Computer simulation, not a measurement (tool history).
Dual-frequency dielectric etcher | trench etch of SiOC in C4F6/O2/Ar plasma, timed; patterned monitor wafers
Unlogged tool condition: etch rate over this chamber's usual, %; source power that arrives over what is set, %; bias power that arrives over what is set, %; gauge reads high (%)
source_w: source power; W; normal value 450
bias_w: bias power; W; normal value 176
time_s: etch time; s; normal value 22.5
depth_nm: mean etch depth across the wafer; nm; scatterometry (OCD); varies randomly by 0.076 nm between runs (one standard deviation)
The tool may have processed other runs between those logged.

run	hour	source_w	bias_w	time_s	wafers since the last listed run	hours since the last wet clean	hours since the last source power generator calibration	hours since the last bias power generator calibration	hours since the last upper electrode change	hours since the gauge calibration	read-back reference wafer on the same gauge, depth_nm	depth_nm
1	0.0	520	176	22.5	0	99.3	5150.7	3829.9	2094.0	181.2	47.04	55.47
2	12.9	520	176	22.5	184	112.2	5163.6	3842.8	2106.9	194.1	47.01	55.74
3	23.9	400	176	19.5	157	123.2	5174.6	3853.8	2117.9	205.1	47.00	41.14
4	35.2	450	176	22.5	161	134.5	5185.9	3865.1	2129.2	216.4	46.99	51.16
5	52.0	450	176	22.5	240	151.3	5202.7	3881.9	2146.0	233.2	46.97	51.27
6	67.6	450	176	22.5	223	166.9	5218.3	3897.5	2161.6	248.8	46.98	51.30
7	75.7	450	176	22.5	115	175.0	5226.4	3905.6	2169.7	256.9	46.99	51.43
8	91.6	450	176	22.5	227	190.9	5242.3	3921.5	2185.6	272.8	46.98	51.27
9	100.6	450	176	22.5	128	199.9	5251.3	3930.5	2194.6	281.8	47.01	51.50
10	107.4	510	176	22.5	97	206.7	5258.1	3937.3	2201.4	288.6	47.00	55.30
11	120.8	380	201	22.5	191	220.1	5271.5	3950.7	2214.8	302.0	46.98	47.38
# hour 127.4: bias power generator calibrated
12	137.5	420	176	22.5	181	236.8	5288.2	10.1	2231.5	318.7	47.01	49.45
13	154.9	480	176	17.5	249	254.2	5305.6	27.5	2248.9	336.1	47.01	41.55
14	172.5	480	176	17.5	252	271.8	5323.2	45.1	2266.5	353.7	46.99	41.85
15	181.7	450	176	22.5	131	281.0	5332.4	54.3	2275.7	362.9	47.01	51.66
# hour 195.5: gauge calibrated
16	199.3	450	176	22.5	252	298.6	5350.0	71.9	2293.3	3.8	46.97	51.75
# hour 229.4: wet clean of the chamber
# hour 230.4: source power generator calibrated
# hour 236.2: upper electrode replaced
17	236.7	550	206	18.5	93	7.3	6.3	109.3	0.5	41.2	46.97	48.03
18	237.1	450	159	19.5	5	7.7	6.7	109.7	0.9	41.6	47.01	43.21
19	239.9	450	176	17.5	40	10.5	9.5	112.5	3.7	44.4	47.01	39.52
20	249.7	410	176	18.0	140	20.3	19.3	122.3	13.5	54.2	47.02	38.36
21	259.4	450	176	18.5	138	30.0	29.0	132.0	23.2	63.9	47.00	41.77
22	272.3	560	160	25.0	184	42.9	41.9	144.9	36.1	76.8	46.97	63.02
23	279.8	550	176	22.5	107	50.4	49.4	152.4	43.6	84.3	46.99	57.12
24	286.6	410	176	25.5	97	57.2	56.2	159.2	50.4	91.1	47.01	54.42
25	303.7	450	190	16.0	244	74.3	73.3	176.3	67.5	108.2	47.01	36.66
26	339.6	540	176	17.0	514	110.2	109.2	212.2	103.4	144.1	47.01	42.86
27	351.7	380	150	17.0	173	122.3	121.3	224.3	115.5	156.2	47.00	33.90
28	361.1	450	176	22.5	134	131.7	130.7	233.7	124.9	165.6	46.98	50.92
29	372.7	420	209	19.0	166	143.3	142.3	245.3	136.5	177.2	46.99	42.61
30	384.3	480	176	17.5	166	154.9	153.9	256.9	148.1	188.8	47.00	41.31
31	396.8	450	176	22.5	178	167.4	166.4	269.4	160.6	201.3	46.98	51.18

A few steps of depth_nm between consecutive runs. Split each: what settings, incoming material and random variation would produce without the hidden state, and what is left over for the hidden state, along with gauge scatter present in only one of the two compared results (measured, and without hidden state):
Run 14 -> 15: source_w 480 -> 450, time_s 17.5 -> 22.5. depth_nm +9.81 nm: hidden state +0.19, all else +9.62.
Run 16 -> 17: source_w 450 -> 550, bias_w 176 -> 206, time_s 22.5 -> 18.5, wet clean of the chamber, source power generator calibrated, upper electrode replaced. depth_nm -3.72 nm: hidden state -1.00, all else -2.72.
Run 21 -> 22: source_w 450 -> 560, bias_w 176 -> 160, time_s 18.5 -> 25.0. depth_nm +21.25 nm: hidden state +0.08, all else +21.17.
Run 24 -> 25: source_w 410 -> 450, bias_w 176 -> 190, time_s 25.5 -> 16.0. depth_nm -17.76 nm: hidden state -0.02, all else -17.74.
Run 27 -> 28: source_w 380 -> 450, bias_w 150 -> 176, time_s 17.0 -> 22.5. depth_nm +17.02 nm: hidden state +0.13, all else +16.89.
